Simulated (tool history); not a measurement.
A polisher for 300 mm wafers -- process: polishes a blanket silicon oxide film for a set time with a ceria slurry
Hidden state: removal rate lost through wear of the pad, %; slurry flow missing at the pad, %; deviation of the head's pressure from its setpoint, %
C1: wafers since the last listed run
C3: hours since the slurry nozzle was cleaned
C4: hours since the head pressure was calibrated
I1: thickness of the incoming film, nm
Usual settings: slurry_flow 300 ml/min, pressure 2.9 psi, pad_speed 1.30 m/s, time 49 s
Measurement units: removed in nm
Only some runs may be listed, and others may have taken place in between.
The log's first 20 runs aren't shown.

At hour 229.6: worn pad replaced by a new one.
Run 21, hour 230.8: usual settings; C1 19; wafers polished on this pad 9; C3 342.1; C4 120.2; I1 738.9. Result: removed 236.8 nm.
Run 22, hour 239.2: usual settings but pad_speed 0.90 m/s; C1 63; wafers polished on this pad 73; C3 350.5; C4 128.6; I1 751.4. Result: removed 181.3 nm.
At hour 255.0: slurry nozzle cleaned.
Run 23, hour 257.1: usual settings but slurry_flow 335 ml/min, pressure 3.2 psi, pad_speed 1.48 m/s, time 35 s; C1 128; wafers polished on this pad 201; C3 2.1; C4 146.5; I1 738.8. Result: removed 221.1 nm.
Run 24, hour 271.5: usual settings; C1 109; wafers polished on this pad 310; C3 16.5; C4 160.9; I1 752.0. Result: removed 243.2 nm.
Run 25, hour 283.0: usual settings but slurry_flow 240 ml/min; C1 87; wafers polished on this pad 398; C3 28.0; C4 172.4; I1 753.6. Result: removed 244.3 nm.
Run 26, hour 291.8: usual settings but slurry_flow 375 ml/min, pressure 2.3 psi; C1 66; wafers polished on this pad 465; C3 36.8; C4 181.2; I1 754.1. Result: removed 200.7 nm.
Run 27, hour 301.7: usual settings; C1 75; wafers polished on this pad 540; C3 46.7; C4 191.1; I1 755.4. Result: removed 245.0 nm.
Run 28, hour 307.8: usual settings but slurry_flow 200 ml/min, pressure 2.6 psi, pad_speed 1.70 m/s, time 60 s; C1 46; wafers polished on this pad 586; C3 52.8; C4 197.2; I1 755.9. Result: removed 308.4 nm.
Run 29, hour 325.1: usual settings but slurry_flow 365 ml/min, pressure 2.3 psi, pad_speed 0.84 m/s, time 41 s; C1 131; wafers polished on this pad 718; C3 70.1; C4 214.5; I1 761.8. Result: removed 119.6 nm.
At hour 338.9: worn pad replaced by a new one.
Run 30, hour 339.7: usual settings but pressure 3.3 psi; C1 80; wafers polished on this pad 6; C3 84.7; C4 229.1; I1 742.1. Result: removed 275.1 nm.
Run 31, hour 353.3: usual settings but pressure 3.6 psi; C1 103; wafers polished on this pad 109; C3 98.3; C4 242.7; I1 752.0. Result: removed 300.6 nm.
Run 32, hour 368.9: usual settings; C1 118; wafers polished on this pad 228; C3 113.9; C4 258.3; I1 751.9. Result: removed 242.9 nm.
Run 33, hour 384.8: usual settings; C1 120; wafers polished on this pad 349; C3 129.8; C4 274.2; I1 752.0. Result: removed 242.2 nm.
Run 34, hour 401.3: usual settings; C1 125; wafers polished on this pad 474; C3 146.3; C4 290.7; I1 747.6. Result: removed 242.1 nm.
Run 35, hour 412.1: usual settings; C1 82; wafers polished on this pad 556; C3 157.1; C4 301.5; I1 763.0. Result: removed 239.3 nm.
Run 36, hour 427.9: usual settings; C1 120; wafers polished on this pad 676; C3 172.9; C4 317.3; I1 748.2. Result: removed 235.6 nm.
At hour 452.8: worn pad replaced by a new one.
Run 37, hour 453.3: usual settings but slurry_flow 400 ml/min, pressure 2.4 psi, pad_speed 1.68 m/s; C1 162; wafers polished on this pad 3; C3 198.3; C4 342.7; I1 748.0. Result: removed 249.8 nm.
Run 38, hour 461.8: usual settings but pad_speed 0.98 m/s; C1 64; wafers polished on this pad 68; C3 206.8; C4 351.2; I1 754.3. Result: removed 189.3 nm.

Alternative continuations, all from the tool just after run 38; predict every row:
Run A, hour 462.2: usual settings but slurry_flow 210 ml/min; C1 3; wafers polished on this pad 71; C3 207.2; C4 351.6; I1 749.6. Result: removed ?.
Run B, hour 462.2: usual settings but slurry_flow 375 ml/min, time 35 s; C1 3; wafers polished on this pad 71; C3 207.2; C4 351.6; I1 749.6. Result: removed ?.
Run C, hour 462.2: usual settings but slurry_flow 220 ml/min; C1 3; wafers polished on this pad 71; C3 207.2; C4 351.6; I1 749.6. Result: removed ?.

run  removed
  A    217.3
  B    172.9
  C    219.8
Stripped of hidden state, with their random variation kept, the same runs would have yielded:
run  removed
  A    239.7
  B    182.4
  C    241.3
